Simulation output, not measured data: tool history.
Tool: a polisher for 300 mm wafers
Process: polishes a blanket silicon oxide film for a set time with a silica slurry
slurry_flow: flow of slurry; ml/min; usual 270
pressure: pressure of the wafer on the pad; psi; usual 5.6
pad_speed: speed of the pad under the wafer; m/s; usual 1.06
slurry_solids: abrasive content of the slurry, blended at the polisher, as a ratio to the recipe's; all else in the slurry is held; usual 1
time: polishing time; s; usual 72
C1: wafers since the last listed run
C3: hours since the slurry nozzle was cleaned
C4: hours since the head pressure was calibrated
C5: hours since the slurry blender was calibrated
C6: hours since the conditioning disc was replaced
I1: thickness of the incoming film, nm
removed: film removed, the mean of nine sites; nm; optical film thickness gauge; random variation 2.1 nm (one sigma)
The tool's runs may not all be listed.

Run 1, hour 0: usual settings but slurry_solids 0.9, time 88 s; C1 0; wafers polished on this pad 1887; C3 711.1; C4 168.9; C5 228.1; C6 50.7; I1 1875. Result: removed 347.3 nm.
At hour 4.7: slurry nozzle cleaned.
Run 2, hour 151.9: usual settings but slurry_flow 245 ml/min, pressure 3.8 psi, pad_speed 0.82 m/s, slurry_solids 0.9; C1 1210; wafers polished on this pad 3098; C3 147.2; C4 320.8; C5 380; C6 202.6; I1 1880.7. Result: removed 170 nm.
Run 3, hour 186.7: usual settings but pressure 4.1 psi, time 92 s; C1 279; wafers polished on this pad 3377; C3 182; C4 355.6; C5 414.8; C6 237.4; I1 1926.1. Result: removed 295.3 nm.
Run 4, hour 231: usual settings but time 91 s; C1 355; wafers polished on this pad 3732; C3 226.3; C4 399.9; C5 459.1; C6 281.7; I1 1873. Result: removed 396.7 nm.
At hour 286.4: slurry blender recalibrated.
Run 5, hour 289.2: usual settings; C1 450; wafers polished on this pad 4183; C3 284.5; C4 458.1; C5 2.8; C6 339.9; I1 1881.9. Result: removed 315.6 nm.
At hour 298.8: worn pad replaced by a new one.
Run 6, hour 332.9: usual settings; C1 318; wafers polished on this pad 273; C3 328.2; C4 501.8; C5 46.5; C6 383.6; I1 1886.9. Result: removed 312.7 nm.
Run 7, hour 365.2: usual settings; C1 259; wafers polished on this pad 532; C3 360.5; C4 534.1; C5 78.8; C6 415.9; I1 1900.6. Result: removed 310 nm.
At hour 367.2: conditioning disc replaced and pad reconditioned.
At hour 374.8: head pressure recalibrated.
Run 8, hour 440.6: usual settings but pressure 4.1 psi, slurry_solids 0.85; C1 572; wafers polished on this pad 1105; C3 435.9; C4 65.8; C5 154.2; C6 73.4; I1 1899.4. Result: removed 206.3 nm.
Run 9, hour 490.8: usual settings but pad_speed 1.32 m/s, slurry_solids 0.8, time 60 s; C1 402; wafers polished on this pad 1508; C3 486.1; C4 116; C5 204.4; C6 123.6; I1 1874.4. Result: removed 258.6 nm.
Run 10, hour 561.8: usual settings; C1 569; wafers polished on this pad 2077; C3 557.1; C4 187; C5 275.4; C6 194.6; I1 1876. Result: removed 306.9 nm.
Run 11, hour 620.7: usual settings but pressure 4.3 psi, time 56 s; C1 472; wafers polished on this pad 2550; C3 616; C4 245.9; C5 334.3; C6 253.5; I1 1887.2. Result: removed 181.6 nm.
Run 12, hour 678.9: usual settings; C1 466; wafers polished on this pad 3017; C3 674.2; C4 304.1; C5 392.5; C6 311.7; I1 1885.3. Result: removed 302.6 nm.
At hour 704.8: slurry blender recalibrated.
At hour 713.7: slurry nozzle cleaned.
Run 13, hour 717.1: usual settings; C1 282; wafers polished on this pad 3299; C3 3.4; C4 342.3; C5 12.3; C6 349.9; I1 1901.3. Result: removed 316.1 nm.
Run 14, hour 772.4: usual settings; C1 443; wafers polished on this pad 3743; C3 58.7; C4 397.6; C5 67.6; C6 405.2; I1 1891.5. Result: removed 313.5 nm.
At hour 798.7: worn pad replaced by a new one.
Run 15, hour 843: usual settings but slurry_flow 190 ml/min, pressure 6.2 psi; C1 534; wafers polished on this pad 355; C3 129.3; C4 468.2; C5 138.2; C6 475.8; I1 1879.9. Result: removed 331.7 nm.
At hour 868.7: conditioning disc replaced and pad reconditioned.
Run 16, hour 914.5: usual settings but time 89 s; C1 557; wafers polished on this pad 913; C3 200.8; C4 539.7; C5 209.7; C6 45.8; I1 1897.6. Result: removed 393.4 nm.
Run 17, hour 948.3: usual settings but pressure 4.5 psi, pad_speed 1.18 m/s, slurry_solids 0.85, time 89 s; C1 271; wafers polished on this pad 1184; C3 234.6; C4 573.5; C5 243.5; C6 79.6; I1 1901.8. Result: removed 302.2 nm.
At hour 987.1: head pressure recalibrated.
Run 18, hour 1001.7: usual settings but time 55 s; C1 412; wafers polished on this pad 1596; C3 288; C4 14.6; C5 296.9; C6 133; I1 1902.5. Result: removed 235.3 nm.
Run 19, hour 1043.3: usual settings but slurry_solids 0.8, time 63 s; C1 333; wafers polished on this pad 1930; C3 329.6; C4 56.2; C5 338.5; C6 174.6; I1 1871.1. Result: removed 239.2 nm.
Run 20, hour 1112.2: usual settings but pressure 3.7 psi, time 96 s; C1 552; wafers polished on this pad 2483; C3 398.5; C4 125.1; C5 407.4; C6 243.5; I1 1898.7. Result: removed 273.3 nm.
At hour 1127.4: slurry blender recalibrated.
Run 21, hour 1170: usual settings; C1 447; wafers polished on this pad 2930; C3 456.3; C4 182.9; C5 42.6; C6 301.3; I1 1890.4. Result: removed 307.3 nm.
Run 22, hour 1216: usual settings but slurry_flow 335 ml/min, pressure 4.1 psi, slurry_solids 0.75; C1 369; wafers polished on this pad 3299; C3 502.3; C4 228.9; C5 88.6; C6 347.3; I1 1879.2. Result: removed 195.1 nm.
Run 23, hour 1267.5: usual settings but pad_speed 0.94 m/s, slurry_solids 0.8; C1 413; wafers polished on this pad 3712; C3 553.8; C4 280.4; C5 140.1; C6 398.8; I1 1868.8. Result: removed 248.4 nm.
At hour 1278.3: worn pad replaced by a new one.
Run 24, hour 1324.9: usual settings; C1 428; wafers polished on this pad 374; C3 611.2; C4 337.8; C5 197.5; C6 456.2; I1 1914.1. Result: removed 307.2 nm.
At hour 1354.5: slurry nozzle cleaned.
Run 25, hour 1358.9: usual settings but pressure 4.9 psi, slurry_solids 1.15, time 91 s; C1 264; wafers polished on this pad 638; C3 4.4; C4 371.8; C5 231.5; C6 490.2; I1 1884. Result: removed 373.8 nm.

The tool's hidden state at each run:
removal rate lost through wear of the pad, %: 0 in every run
deviation of the head's pressure from its setpoint, %: 0 in every run
abrasive missing from the slurry, %: 0 in every run
time polished since the conditioner stopped cutting, s: 0 in every run
H1: slurry flow missing at the pad, %
run    H1
  1    28
  2  1.74
  3  2.32
  4  3.22
  5  4.71
  6  6.05
  7  7.16
  8  10.2
  9  12.5
 10  16.2
 11  19.6
 12  23.4
 13  1.77
 14  1.95
 15  2.61
 16  3.79
 17  4.53
 18  5.92
 19  7.21
 20  9.72
 21  12.2
 22  14.4
 23  17.1
 24  20.5
 25  1.92
